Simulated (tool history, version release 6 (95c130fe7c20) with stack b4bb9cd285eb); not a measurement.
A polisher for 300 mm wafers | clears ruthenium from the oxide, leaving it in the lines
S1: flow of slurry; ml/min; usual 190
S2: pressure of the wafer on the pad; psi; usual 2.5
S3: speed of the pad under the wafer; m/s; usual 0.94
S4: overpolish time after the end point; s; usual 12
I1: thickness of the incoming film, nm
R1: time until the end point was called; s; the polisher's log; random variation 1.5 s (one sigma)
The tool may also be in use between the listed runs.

run    hour   S1   S2    S3  S4     I1     R1
  1     0.0  190  2.5  0.94  12  166.6  110.8
       15.2  -- slurry nozzle cleaned
  2    62.1  190  2.5  0.94  12  169.6  117.6
      109.3  -- worn pad replaced by a new one
  3   151.6  190  2.5  0.94  12  167.6  109.9
  4   220.6  190  2.5  0.94  12  171.9  116.4
  5   262.6  190  2.5  0.94  12  172.9  120.8
  6   299.5  190  2.5  0.94  12  173.0  127.1
      323.9  -- worn pad replaced by a new one
      332.6  -- head pressure recalibrated
  7   349.8  190  2.5  0.94  12  167.9  107.0
  8   421.5  190  2.5  0.94  12  166.9  107.6
  9   477.5  190  2.5  0.94  18  169.4  115.0
      506.0  -- worn pad replaced by a new one
 10   668.6  170  2.5  0.94  12  170.7  118.5
      700.3  -- worn pad replaced by a new one
 11   700.8  190  2.5  0.94  12  172.8  110.7
 12   745.0  190  2.5  0.94  12  171.1  110.0
 13   776.9  190  1.7  0.94  15  169.4  164.8
      781.6  -- slurry nozzle cleaned
      787.9  -- head pressure recalibrated
 14   819.2  190  2.5  1.14  19  167.6   92.4
      942.0  -- worn pad replaced by a new one
 15  1004.5  250  2.5  0.64   6  172.5  160.1
 16  1066.3  190  3.4  0.80  12  170.6  101.4

5 ways to go on from here, each from the tool as it stands after run 16. What would each give?
  A  1066.8  190  2.5  0.94  12  170.2   ?
  B  1066.8  190  2.5  1.10  12  170.2   ?
  C  1066.8  220  2.0  1.22   6  170.2   ?
  D  1066.8  190  2.5  0.94   7  170.2   ?
  E  1066.8  215  2.0  0.72  12  170.2   ?

run     R1
  A  118.0
  B  100.8
  C  111.3
  D  118.0
  E  189.1
Without the tool's hidden state the same runs would have given:
run     R1
  A  110.0
  B   94.0
  C  103.8
  D  110.0
  E  176.4
